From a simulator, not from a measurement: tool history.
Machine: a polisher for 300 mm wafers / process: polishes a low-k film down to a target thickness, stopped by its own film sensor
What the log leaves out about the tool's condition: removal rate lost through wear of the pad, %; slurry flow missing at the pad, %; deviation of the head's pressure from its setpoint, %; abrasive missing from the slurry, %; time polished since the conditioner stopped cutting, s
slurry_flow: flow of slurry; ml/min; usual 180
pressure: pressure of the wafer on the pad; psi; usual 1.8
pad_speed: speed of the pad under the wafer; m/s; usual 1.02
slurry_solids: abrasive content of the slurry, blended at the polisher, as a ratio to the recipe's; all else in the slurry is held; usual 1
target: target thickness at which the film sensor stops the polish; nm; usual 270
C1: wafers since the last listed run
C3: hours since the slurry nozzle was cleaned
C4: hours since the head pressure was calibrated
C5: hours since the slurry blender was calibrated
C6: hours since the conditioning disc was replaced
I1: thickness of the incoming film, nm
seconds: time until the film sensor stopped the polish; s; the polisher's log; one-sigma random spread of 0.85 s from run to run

{"run": 1, "day": 0.0, "slurry_flow": 180, "pressure": 1.8, "pad_speed": 1.02, "slurry_solids": 1.1, "target": 264, "C1": 0, "wafers polished on this pad": 3151, "C3": 516.5, "C4": 309.4, "C5": 325.7, "C6": 127.3, "I1": 308.5, "seconds": 109.6}
{"day": 1.825, "done": "slurry blender recalibrated"}
{"day": 3.225, "done": "worn pad replaced by a new one"}
{"run": 2, "day": 3.788, "slurry_flow": 180, "pressure": 1.8, "pad_speed": 1.02, "slurry_solids": 1.1, "target": 264, "C1": 971, "wafers polished on this pad": 154, "C3": 607.4, "C4": 400.3, "C5": 47.1, "C6": 218.2, "I1": 304.2, "seconds": 97.3}
{"run": 3, "day": 5.633, "slurry_flow": 180, "pressure": 1.8, "pad_speed": 1.02, "slurry_solids": 1.1, "target": 264, "C1": 506, "wafers polished on this pad": 661, "C3": 651.7, "C4": 444.6, "C5": 91.4, "C6": 262.5, "I1": 306, "seconds": 105}
{"day": 5.771, "done": "slurry nozzle cleaned"}
{"run": 4, "day": 6.933, "slurry_flow": 180, "pressure": 1.8, "pad_speed": 1.02, "slurry_solids": 1, "target": 270, "C1": 345, "wafers polished on this pad": 1006, "C3": 27.9, "C4": 475.8, "C5": 122.6, "C6": 293.7, "I1": 308.9, "seconds": 103.9}
{"day": 11.054, "done": "conditioning disc replaced and pad reconditioned"}
{"run": 5, "day": 11.817, "slurry_flow": 180, "pressure": 1.8, "pad_speed": 1.02, "slurry_solids": 1, "target": 270, "C1": 1317, "wafers polished on this pad": 2324, "C3": 145.1, "C4": 593, "C5": 239.8, "C6": 18.3, "I1": 312.4, "seconds": 113.5}
{"day": 12.75, "done": "head pressure recalibrated"}
{"run": 6, "day": 12.9, "slurry_flow": 180, "pressure": 1.8, "pad_speed": 1.02, "slurry_solids": 1, "target": 270, "C1": 274, "wafers polished on this pad": 2598, "C3": 171.1, "C4": 3.6, "C5": 265.8, "C6": 44.3, "I1": 314.5, "seconds": 118.6}
{"run": 7, "day": 15.046, "slurry_flow": 180, "pressure": 1.8, "pad_speed": 1.02, "slurry_solids": 1, "target": 270, "C1": 589, "wafers polished on this pad": 3187, "C3": 222.6, "C4": 55.1, "C5": 317.3, "C6": 95.8, "I1": 312.4, "seconds": 113.6}
{"day": 15.792, "done": "worn pad replaced by a new one"}
{"day": 15.967, "done": "slurry blender recalibrated"}
{"run": 8, "day": 16.121, "slurry_flow": 180, "pressure": 1.8, "pad_speed": 1.02, "slurry_solids": 1, "target": 270, "C1": 226, "wafers polished on this pad": 67, "C3": 248.4, "C4": 80.9, "C5": 3.7, "C6": 121.6, "I1": 310.3, "seconds": 101.6}
{"run": 9, "day": 18.771, "slurry_flow": 180, "pressure": 1.8, "pad_speed": 1.02, "slurry_solids": 1, "target": 270, "C1": 727, "wafers polished on this pad": 794, "C3": 312, "C4": 144.5, "C5": 67.3, "C6": 185.2, "I1": 310, "seconds": 106.1}
{"run": 10, "day": 21.171, "slurry_flow": 155, "pressure": 1.8, "pad_speed": 1.02, "slurry_solids": 1, "target": 270, "C1": 658, "wafers polished on this pad": 1453, "C3": 369.6, "C4": 202.1, "C5": 124.9, "C6": 242.8, "I1": 314.6, "seconds": 119.6}
{"run": 11, "day": 23.112, "slurry_flow": 180, "pressure": 1.8, "pad_speed": 1.38, "slurry_solids": 1.25, "target": 278, "C1": 532, "wafers polished on this pad": 1986, "C3": 416.2, "C4": 248.7, "C5": 171.5, "C6": 289.4, "I1": 308.2, "seconds": 56.3}
{"run": 12, "day": 24.833, "slurry_flow": 180, "pressure": 1.8, "pad_speed": 1.02, "slurry_solids": 1, "target": 270, "C1": 472, "wafers polished on this pad": 2458, "C3": 457.5, "C4": 290, "C5": 212.8, "C6": 330.7, "I1": 306.4, "seconds": 98.7}
{"day": 24.967, "done": "conditioning disc replaced and pad reconditioned"}
{"run": 13, "day": 27.758, "slurry_flow": 180, "pressure": 1.8, "pad_speed": 0.72, "slurry_solids": 1, "target": 266, "C1": 780, "wafers polished on this pad": 3238, "C3": 527.7, "C4": 360.2, "C5": 283, "C6": 67, "I1": 312.6, "seconds": 161}
{"day": 29.096, "done": "worn pad replaced by a new one"}
{"day": 30.004, "done": "slurry blender recalibrated"}
{"run": 14, "day": 30.025, "slurry_flow": 230, "pressure": 1.8, "pad_speed": 1.02, "slurry_solids": 1.1, "target": 270, "C1": 553, "wafers polished on this pad": 231, "C3": 582.1, "C4": 414.6, "C5": 0.5, "C6": 121.4, "I1": 309.1, "seconds": 88.5}
{"run": 15, "day": 32.238, "slurry_flow": 140, "pressure": 1.8, "pad_speed": 1.16, "slurry_solids": 1.2, "target": 270, "C1": 607, "wafers polished on this pad": 838, "C3": 635.2, "C4": 467.7, "C5": 53.6, "C6": 174.5, "I1": 312, "seconds": 91.8}
{"run": 16, "day": 35.262, "slurry_flow": 180, "pressure": 1.8, "pad_speed": 1.02, "slurry_solids": 1, "target": 270, "C1": 830, "wafers polished on this pad": 1669, "C3": 707.8, "C4": 540.3, "C5": 126.2, "C6": 247.1, "I1": 310.4, "seconds": 107.3}
{"day": 35.612, "done": "slurry nozzle cleaned"}
{"run": 17, "day": 36.329, "slurry_flow": 145, "pressure": 1.8, "pad_speed": 1.02, "slurry_solids": 0.9, "target": 259, "C1": 281, "wafers polished on this pad": 1950, "C3": 17.2, "C4": 565.9, "C5": 151.8, "C6": 272.7, "I1": 312.3, "seconds": 161.3}
{"run": 18, "day": 37.529, "slurry_flow": 145, "pressure": 1.5, "pad_speed": 1.02, "slurry_solids": 1.3, "target": 270, "C1": 329, "wafers polished on this pad": 2280, "C3": 46, "C4": 594.7, "C5": 180.6, "C6": 301.5, "I1": 306.8, "seconds": 105.1}
{"day": 37.617, "done": "conditioning disc replaced and pad reconditioned"}
{"run": 19, "day": 39.012, "slurry_flow": 180, "pressure": 1.8, "pad_speed": 1.02, "slurry_solids": 1, "target": 270, "C1": 384, "wafers polished on this pad": 2664, "C3": 81.6, "C4": 630.3, "C5": 216.2, "C6": 33.5, "I1": 309.3, "seconds": 102.5}
{"run": 20, "day": 41.7, "slurry_flow": 180, "pressure": 1.8, "pad_speed": 1.12, "slurry_solids": 1, "target": 270, "C1": 737, "wafers polished on this pad": 3402, "C3": 146.1, "C4": 694.8, "C5": 280.7, "C6": 98, "I1": 315.1, "seconds": 111.6}
{"day": 42.071, "done": "worn pad replaced by a new one"}
{"day": 43.946, "done": "slurry blender recalibrated"}
{"run": 21, "day": 43.967, "slurry_flow": 200, "pressure": 1.8, "pad_speed": 1.02, "slurry_solids": 0.7, "target": 275, "C1": 553, "wafers polished on this pad": 497, "C3": 200.5, "C4": 749.2, "C5": 0.5, "C6": 152.4, "I1": 308.1, "seconds": 113.3}
{"day": 44.162, "done": "head pressure recalibrated"}
{"run": 22, "day": 46.508, "slurry_flow": 180, "pressure": 1.3, "pad_speed": 0.86, "slurry_solids": 1, "target": 270, "C1": 674, "wafers polished on this pad": 1172, "C3": 261.5, "C4": 56.3, "C5": 61.5, "C6": 213.4, "I1": 310.6, "seconds": 163.9}
{"run": 23, "day": 47.754, "slurry_flow": 180, "pressure": 1.8, "pad_speed": 1.02, "slurry_solids": 1, "target": 270, "C1": 341, "wafers polished on this pad": 1514, "C3": 291.4, "C4": 86.2, "C5": 91.4, "C6": 243.3, "I1": 307.8, "seconds": 100}
{"run": 24, "day": 49.45, "slurry_flow": 135, "pressure": 1.8, "pad_speed": 0.72, "slurry_solids": 1, "target": 270, "C1": 465, "wafers polished on this pad": 1980, "C3": 332.1, "C4": 126.9, "C5": 132.1, "C6": 284, "I1": 313.6, "seconds": 159.5}
{"day": 50.546, "done": "conditioning disc replaced and pad reconditioned"}
{"run": 25, "day": 52.158, "slurry_flow": 180, "pressure": 1.8, "pad_speed": 1.02, "slurry_solids": 1, "target": 270, "C1": 720, "wafers polished on this pad": 2700, "C3": 397.1, "C4": 191.9, "C5": 197.1, "C6": 38.7, "I1": 304.8, "seconds": 92}

What if the next run were any one of these 4? Each begins from the tool's condition after run 25:
{"run": "A", "day": 52.175, "slurry_flow": 165, "pressure": 1.8, "pad_speed": 1.02, "slurry_solids": 1, "target": 270, "C1": 4, "wafers polished on this pad": 2705, "C3": 397.5, "C4": 192.3, "C5": 197.5, "C6": 39.1, "I1": 312.8, "seconds": "?"}
{"run": "B", "day": 52.175, "slurry_flow": 180, "pressure": 1.8, "pad_speed": 1.02, "slurry_solids": 1.2, "target": 274, "C1": 4, "wafers polished on this pad": 2705, "C3": 397.5, "C4": 192.3, "C5": 197.5, "C6": 39.1, "I1": 312.8, "seconds": "?"}
{"run": "C", "day": 52.175, "slurry_flow": 165, "pressure": 1.8, "pad_speed": 1.32, "slurry_solids": 1.25, "target": 270, "C1": 4, "wafers polished on this pad": 2705, "C3": 397.5, "C4": 192.3, "C5": 197.5, "C6": 39.1, "I1": 312.8, "seconds": "?"}
{"run": "D", "day": 52.175, "slurry_flow": 180, "pressure": 1.8, "pad_speed": 1.02, "slurry_solids": 1, "target": 275, "C1": 4, "wafers polished on this pad": 2705, "C3": 397.5, "C4": 192.3, "C5": 197.5, "C6": 39.1, "I1": 312.8, "seconds": "?"}

run=A seconds=111.8
run=B seconds=88.9
run=C seconds=79.3
run=D seconds=97.4
What these runs would have given with no unlogged condition in the tool:
run=A seconds=105.5
run=B seconds=84.5
run=C seconds=75.3
run=D seconds=91.8
